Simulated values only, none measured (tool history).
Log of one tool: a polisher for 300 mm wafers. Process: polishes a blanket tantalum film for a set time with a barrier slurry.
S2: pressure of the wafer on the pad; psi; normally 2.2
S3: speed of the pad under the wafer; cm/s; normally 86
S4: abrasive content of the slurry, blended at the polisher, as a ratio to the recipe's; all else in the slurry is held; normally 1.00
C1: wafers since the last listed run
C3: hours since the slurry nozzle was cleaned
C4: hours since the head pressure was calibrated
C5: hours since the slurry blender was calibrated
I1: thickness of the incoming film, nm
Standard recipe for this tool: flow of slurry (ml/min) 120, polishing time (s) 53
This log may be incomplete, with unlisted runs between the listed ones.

Run 1, hour 0.0: usual settings but S3 74 cm/s; C1 0; wafers polished on this pad 998; C3 85.5; C4 1167.9; C5 164.4; I1 240.9. Result: film removed (nm) 56.5.
At hour 31.0: slurry blender recalibrated.
Run 2, hour 53.6: usual settings but S3 74 cm/s; C1 439; wafers polished on this pad 1437; C3 139.1; C4 1221.5; C5 22.6; I1 238.8. Result: film removed (nm) 53.8.
At hour 81.0: head pressure recalibrated.
Run 3, hour 88.5: usual settings; C1 280; wafers polished on this pad 1718; C3 174.0; C4 7.5; C5 57.5; I1 241.9. Result: film removed (nm) 59.5.
At hour 125.5: worn pad replaced by a new one, of another model than before.
Run 4, hour 194.9: usual settings; C1 872; wafers polished on this pad 590; C3 280.4; C4 113.9; C5 163.9; I1 237.2. Result: film removed (nm) 66.4.
Run 5, hour 221.3: usual settings; C1 224; wafers polished on this pad 815; C3 306.8; C4 140.3; C5 190.3; I1 237.6. Result: film removed (nm) 65.7.
At hour 239.2: slurry blender recalibrated.
Run 6, hour 241.6: usual settings; C1 155; wafers polished on this pad 971; C3 327.1; C4 160.6; C5 2.4; I1 237.6. Result: film removed (nm) 65.5.
Run 7, hour 254.1: usual settings; C1 106; wafers polished on this pad 1077; C3 339.6; C4 173.1; C5 14.9; I1 237.7. Result: film removed (nm) 63.7.
Run 8, hour 284.3: usual settings but flow of slurry (ml/min) 130; C1 257; wafers polished on this pad 1335; C3 369.8; C4 203.3; C5 45.1; I1 238.0. Result: film removed (nm) 63.0.
Run 9, hour 314.1: usual settings; C1 253; wafers polished on this pad 1588; C3 399.6; C4 233.1; C5 74.9; I1 237.9. Result: film removed (nm) 60.8.
At hour 339.1: worn pad replaced by a new one.
Run 10, hour 348.7: usual settings; C1 260; wafers polished on this pad 81; C3 434.2; C4 267.7; C5 109.5; I1 239.0. Result: film removed (nm) 65.5.
Run 11, hour 362.4: usual settings but flow of slurry (ml/min) 150, S2 2.5 psi, S3 106 cm/s, S4 1.20; C1 116; wafers polished on this pad 198; C3 447.9; C4 281.4; C5 123.2; I1 237.6. Result: film removed (nm) 87.9.
At hour 369.6: slurry nozzle cleaned.
Run 12, hour 382.6: usual settings but flow of slurry (ml/min) 95, S2 2.7 psi, S3 106 cm/s, S4 1.10; C1 163; wafers polished on this pad 361; C3 13.0; C4 301.6; C5 143.4; I1 238.2. Result: film removed (nm) 84.3.
Run 13, hour 409.1: usual settings but S3 112 cm/s, polishing time (s) 37; C1 225; wafers polished on this pad 587; C3 39.5; C4 328.1; C5 169.9; I1 242.0. Result: film removed (nm) 53.7.
Run 14, hour 426.8: usual settings but flow of slurry (ml/min) 145, S2 1.6 psi, polishing time (s) 71; C1 150; wafers polished on this pad 738; C3 57.2; C4 345.8; C5 187.6; I1 237.2. Result: film removed (nm) 77.7.
At hour 436.9: slurry blender recalibrated.
Run 15, hour 446.9: usual settings but polishing time (s) 58; C1 154; wafers polished on this pad 892; C3 77.3; C4 365.9; C5 10.0; I1 237.8. Result: film removed (nm) 72.1.
Run 16, hour 477.8: usual settings but flow of slurry (ml/min) 80, polishing time (s) 66; C1 263; wafers polished on this pad 1155; C3 108.2; C4 396.8; C5 40.9; I1 241.8. Result: film removed (nm) 74.4.
Run 17, hour 494.1: usual settings but S4 0.80, polishing time (s) 46; C1 138; wafers polished on this pad 1294; C3 124.5; C4 413.1; C5 57.2; I1 240.7. Result: film removed (nm) 50.9.
Run 18, hour 529.2: usual settings but S2 2.7 psi, S3 106 cm/s; C1 298; wafers polished on this pad 1593; C3 159.6; C4 448.2; C5 92.3; I1 243.6. Result: film removed (nm) 79.1.
Run 19, hour 545.0: usual settings but S2 2.4 psi; C1 134; wafers polished on this pad 1727; C3 175.4; C4 464.0; C5 108.1; I1 243.7. Result: film removed (nm) 62.8.
At hour 565.1: worn pad replaced by a new one.
Run 20, hour 575.7: usual settings but S4 1.30; C1 227; wafers polished on this pad 89; C3 206.1; C4 494.7; C5 138.8; I1 238.9. Result: film removed (nm) 71.6.
Run 21, hour 588.3: usual settings but S4 0.70, polishing time (s) 67; C1 107; wafers polished on this pad 197; C3 218.7; C4 507.3; C5 151.4; I1 239.8. Result: film removed (nm) 75.1.
Run 22, hour 612.7: usual settings but S4 0.90, polishing time (s) 36; C1 207; wafers polished on this pad 404; C3 243.1; C4 531.7; C5 175.8; I1 241.0. Result: film removed (nm) 44.2.
Run 23, hour 632.8: usual settings but S2 1.4 psi; C1 171; wafers polished on this pad 576; C3 263.2; C4 551.8; C5 195.9; I1 239.5. Result: film removed (nm) 53.6.
At hour 654.3: slurry blender recalibrated.
Run 24, hour 656.1: usual settings but S2 1.9 psi, S4 1.15; C1 181; wafers polished on this pad 757; C3 286.5; C4 575.1; C5 1.8; I1 238.7. Result: film removed (nm) 62.9.
Run 25, hour 671.3: usual settings; C1 129; wafers polished on this pad 886; C3 301.7; C4 590.3; C5 17.0; I1 241.4. Result: film removed (nm) 65.4.
Run 26, hour 685.3: usual settings; C1 119; wafers polished on this pad 1006; C3 315.7; C4 604.3; C5 31.0; I1 238.7. Result: film removed (nm) 64.6.
Run 27, hour 713.7: usual settings; C1 241; wafers polished on this pad 1248; C3 344.1; C4 632.7; C5 59.4; I1 240.7. Result: film removed (nm) 62.8.
Run 28, hour 739.1: usual settings; C1 216; wafers polished on this pad 1464; C3 369.5; C4 658.1; C5 84.8; I1 243.5. Result: film removed (nm) 61.8.
At hour 749.3: worn pad replaced by a new one.
Run 29, hour 755.7: usual settings but S4 1.10, polishing time (s) 47; C1 107; wafers polished on this pad 54; C3 386.1; C4 674.7; C5 101.4; I1 243.2. Result: film removed (nm) 59.9.

Some steps in film removed (nm), run to run, broken into two amounts with sign: the step expected even without the hidden condition (settings, incoming material, random variation), and the rest, left for the hidden condition together with whatever gauge scatter is not in both the measured and the hidden-condition-free result:
Hidden state at play: removal rate lost through wear of the pad, %; slurry flow missing at the pad, %; deviation of the head's pressure from its setpoint, %; abrasive missing from the slurry, %.
Run 3 -> 4: worn pad replaced by a new one, of another model than before. film removed (nm) +6.9: hidden state +6.4, all else +0.5.
Run 12 -> 13: flow of slurry (ml/min) 95 -> 120, S2 2.7 -> 2.2, S3 106 -> 112, S4 1.10 -> 1.00, polishing time (s) 53 -> 37. film removed (nm) -30.6: hidden state -0.1, all else -30.5.
Run 19 -> 20: S2 2.4 -> 2.2, S4 1.00 -> 1.30, worn pad replaced by a new one. film removed (nm) +8.8: hidden state +6.5, all else +2.3.
Run 21 -> 22: S4 0.70 -> 0.90, polishing time (s) 67 -> 36. film removed (nm) -30.9: hidden state -0.1, all else -30.8.
